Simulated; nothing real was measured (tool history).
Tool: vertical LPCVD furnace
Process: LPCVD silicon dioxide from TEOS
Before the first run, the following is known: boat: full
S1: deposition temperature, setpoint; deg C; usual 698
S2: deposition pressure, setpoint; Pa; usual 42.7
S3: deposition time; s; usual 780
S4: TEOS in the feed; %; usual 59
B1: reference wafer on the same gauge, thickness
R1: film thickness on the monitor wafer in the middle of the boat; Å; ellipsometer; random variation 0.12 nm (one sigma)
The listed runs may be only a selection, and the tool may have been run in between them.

{"run": 1, "hour": 0.0, "S1": 698, "S2": 42.7, "S3": 780, "S4": 59, "B1": 83.4, "R1": 846.4}
{"run": 2, "hour": 34.7, "S1": 698, "S2": 42.7, "S3": 780, "S4": 59, "B1": 83.39, "R1": 847.5}
{"run": 3, "hour": 50.9, "S1": 689, "S2": 42.7, "S3": 780, "S4": 59, "B1": 83.41, "R1": 687.1}
{"run": 4, "hour": 84.8, "S1": 694, "S2": 42.7, "S3": 780, "S4": 59, "B1": 83.38, "R1": 772.5}
{"run": 5, "hour": 113.8, "S1": 698, "S2": 42.7, "S3": 780, "S4": 59, "B1": 83.42, "R1": 847.8}
{"run": 6, "hour": 147.0, "S1": 698, "S2": 42.7, "S3": 780, "S4": 59, "B1": 83.45, "R1": 850.5}
{"run": 7, "hour": 171.9, "S1": 698, "S2": 42.7, "S3": 780, "S4": 59, "B1": 83.39, "R1": 851.9}
{"run": 8, "hour": 185.5, "S1": 698, "S2": 42.7, "S3": 780, "S4": 59, "B1": 83.42, "R1": 850.8}
{"run": 9, "hour": 221.4, "S1": 698, "S2": 42.7, "S3": 780, "S4": 59, "B1": 83.35, "R1": 852.1}
{"run": 10, "hour": 235.6, "S1": 698, "S2": 42.7, "S3": 780, "S4": 59, "B1": 83.38, "R1": 855.7}
{"run": 11, "hour": 256.8, "S1": 698, "S2": 42.7, "S3": 900, "S4": 59, "B1": 83.4, "R1": 982.7}
{"run": 12, "hour": 283.4, "S1": 698, "S2": 42.7, "S3": 900, "S4": 59, "B1": 83.42, "R1": 989.4}
{"run": 13, "hour": 309.0, "S1": 698, "S2": 42.7, "S3": 540, "S4": 59, "B1": 83.37, "R1": 592.5}
{"run": 14, "hour": 365.5, "S1": 695, "S2": 42.7, "S3": 780, "S4": 59, "B1": 83.41, "R1": 800.2}
{"run": 15, "hour": 370.2, "S1": 698, "S2": 42.7, "S3": 780, "S4": 59, "B1": 83.41, "R1": 856.7}
{"run": 16, "hour": 374.9, "S1": 692, "S2": 34, "S3": 780, "S4": 59, "B1": 83.42, "R1": 667}
{"run": 17, "hour": 401.2, "S1": 698, "S2": 39.3, "S3": 780, "S4": 59, "B1": 83.4, "R1": 757.1}
{"run": 18, "hour": 405.8, "S1": 698, "S2": 42.7, "S3": 780, "S4": 59, "B1": 83.4, "R1": 786.9}
{"run": 19, "hour": 417.5, "S1": 695, "S2": 42.7, "S3": 780, "S4": 59, "B1": 83.42, "R1": 732.9}
{"run": 20, "hour": 432.2, "S1": 698, "S2": 36.7, "S3": 780, "S4": 59, "B1": 83.37, "R1": 730.2}
{"run": 21, "hour": 473.5, "S1": 703, "S2": 37.3, "S3": 1080, "S4": 70, "B1": 83.38, "R1": 1247.6}
{"run": 22, "hour": 492.0, "S1": 705, "S2": 36, "S3": 480, "S4": 52, "B1": 83.4, "R1": 491}
{"run": 23, "hour": 519.2, "S1": 690, "S2": 42.7, "S3": 780, "S4": 59, "B1": 83.39, "R1": 653.3}
{"run": 24, "hour": 545.7, "S1": 691, "S2": 42.7, "S3": 780, "S4": 52, "B1": 83.41, "R1": 626.9}
{"run": 25, "hour": 568.2, "S1": 698, "S2": 42.7, "S3": 780, "S4": 59, "B1": 83.46, "R1": 788.3}
{"run": 26, "hour": 603.2, "S1": 698, "S2": 42.7, "S3": 780, "S4": 59, "B1": 83.43, "R1": 787}
{"run": 27, "hour": 630.4, "S1": 694, "S2": 40, "S3": 600, "S4": 69, "B1": 83.41, "R1": 578.8}
{"run": 28, "hour": 662.3, "S1": 692, "S2": 38, "S3": 780, "S4": 59, "B1": 83.43, "R1": 644.5}

Withheld: 5 entries from between the runs. Position of each, and hidden state at the listed run before versus the listed run after:
Between runs 2 and 3: gauge calibrated (hour 48.1)
  true tube temperature minus thermocouple reading, K: 3.64 -> 3.67
  measured less the result without the state, R1: +68.9 -> +57.3 Å
Between runs 13 and 14: TEOS flow controller replaced (hour 365)
  true tube temperature minus thermocouple reading, K: 4.15 -> 4.26
  measured less the result without the state, R1: +54.6 -> +76 Å
Between runs 16 and 17: gauge calibrated (hour 399.9); thermocouples replaced and temperature profile calibrated (hour 400.7)
  true tube temperature minus thermocouple reading, K: 4.28 -> 0.514
  measured less the result without the state, R1: +64 -> +9 Å
Between runs 20 and 21: pressure gauge zeroed (hour 473)
  true tube temperature minus thermocouple reading, K: 0.514 -> 0.516
  measured less the result without the state, R1: +8.7 -> +14.8 Å
